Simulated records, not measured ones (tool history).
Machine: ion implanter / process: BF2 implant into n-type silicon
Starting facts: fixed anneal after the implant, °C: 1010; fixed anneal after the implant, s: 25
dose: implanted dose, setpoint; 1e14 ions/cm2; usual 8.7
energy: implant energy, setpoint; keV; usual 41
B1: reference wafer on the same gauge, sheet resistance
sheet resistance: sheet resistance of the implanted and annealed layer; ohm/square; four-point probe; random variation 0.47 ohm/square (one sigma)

run 1 hour=0 | dose=7.48 energy=41 | B1=176.99 | sheet_resistance=172.19
run 2 hour=17.8 | dose=8.7 energy=37.5 | B1=176.93 | sheet_resistance=158.15
run 3 hour=78 | dose=8.7 energy=37.5 | B1=176.93 | sheet_resistance=158.25
run 4 hour=107.7 | dose=8.7 energy=37.5 | B1=176.9 | sheet_resistance=158.47
run 5 hour=133.7 | dose=8.7 energy=34.5 | B1=176.99 | sheet_resistance=161.17
-- hour=148 gauge calibrated
run 6 hour=166.6 | dose=10.56 energy=34.5 | B1=176.86 | sheet_resistance=144.38
run 7 hour=181.9 | dose=10.56 energy=34.5 | B1=176.84 | sheet_resistance=144.24
run 8 hour=197.5 | dose=8.7 energy=41 | B1=176.82 | sheet_resistance=154.56
run 9 hour=223.9 | dose=8.7 energy=41 | B1=177.01 | sheet_resistance=154.72
run 10 hour=253.8 | dose=8.7 energy=41 | B1=177.02 | sheet_resistance=155.56
run 11 hour=268.5 | dose=8.7 energy=41 | B1=177.02 | sheet_resistance=154.94
-- hour=294.3 Faraday cup replaced and dose calibrated
run 12 hour=294.8 | dose=8.7 energy=41 | B1=177.09 | sheet_resistance=150.5
run 13 hour=322.2 | dose=8.7 energy=41 | B1=176.95 | sheet_resistance=150.07
run 14 hour=338.3 | dose=8.7 energy=41 | B1=177.02 | sheet_resistance=151.6
-- hour=385.1 extraction supply calibrated
run 15 hour=402.6 | dose=7.13 energy=41 | B1=177.16 | sheet_resistance=174.71
run 16 hour=415.9 | dose=7.13 energy=41 | B1=176.91 | sheet_resistance=175.04
run 17 hour=439.6 | dose=8.7 energy=41 | B1=177.11 | sheet_resistance=150.67
run 18 hour=470.7 | dose=9.82 energy=33 | B1=176.94 | sheet_resistance=149.89
run 19 hour=497.3 | dose=9.37 energy=41 | B1=176.92 | sheet_resistance=144.51
run 20 hour=531.8 | dose=7.13 energy=45 | B1=177.06 | sheet_resistance=172.92
run 21 hour=556 | dose=7.92 energy=32 | B1=177.05 | sheet_resistance=171.5
run 22 hour=581.1 | dose=8.7 energy=41 | B1=177.03 | sheet_resistance=152.54
-- hour=660.9 gauge calibrated
run 23 hour=688.8 | dose=9.82 energy=33 | B1=176.88 | sheet_resistance=149.79
run 24 hour=716.6 | dose=8.7 energy=41 | B1=176.83 | sheet_resistance=152.81
run 25 hour=746 | dose=9.51 energy=41 | B1=177.07 | sheet_resistance=144.6
run 26 hour=762.6 | dose=10.84 energy=41 | B1=176.91 | sheet_resistance=133.32
run 27 hour=790.8 | dose=9.69 energy=33.5 | B1=176.99 | sheet_resistance=150.78
run 28 hour=824.6 | dose=8.7 energy=41 | B1=177.11 | sheet_resistance=153.38
run 29 hour=841.2 | dose=10.38 energy=54 | B1=176.92 | sheet_resistance=127.67
run 30 hour=858.1 | dose=11.1 energy=41 | B1=176.91 | sheet_resistance=131.96
run 31 hour=892.8 | dose=7.96 energy=45.5 | B1=176.92 | sheet_resistance=160.25
run 32 hour=927.3 | dose=7.73 energy=46.5 | B1=176.95 | sheet_resistance=163.83

Selected run-to-run steps in sheet resistance, each split into two signed amounts: the part the tool would show with no hidden state at all (from settings, incoming material and random variation), and the remainder, which goes to the hidden state together with any gauge scatter not common to the measured and the hidden-state-free results:
The hidden state here: deviation of the true dose from the Faraday cup's reading, %; deviation of the true energy from its setpoint, %; gauge reads high (%).
Run 7 -> 8: dose 10.56 -> 8.7, energy 34.5 -> 41. sheet resistance +10.32 ohm/square: hidden state +1.54, all else +8.78.
Run 11 -> 12: Faraday cup replaced and dose calibrated. sheet resistance -4.44 ohm/square: hidden state -4.63, all else +0.19.
Run 19 -> 20: dose 9.37 -> 7.13, energy 41 -> 45. sheet resistance +28.41 ohm/square: hidden state +1.06, all else +27.35.
Run 28 -> 29: dose 8.7 -> 10.38, energy 41 -> 54. sheet resistance -25.71 ohm/square: hidden state -0.52, all else -25.19.
Run 30 -> 31: dose 11.1 -> 7.96, energy 41 -> 45.5. sheet resistance +28.29 ohm/square: hidden state +1.89, all else +26.4.
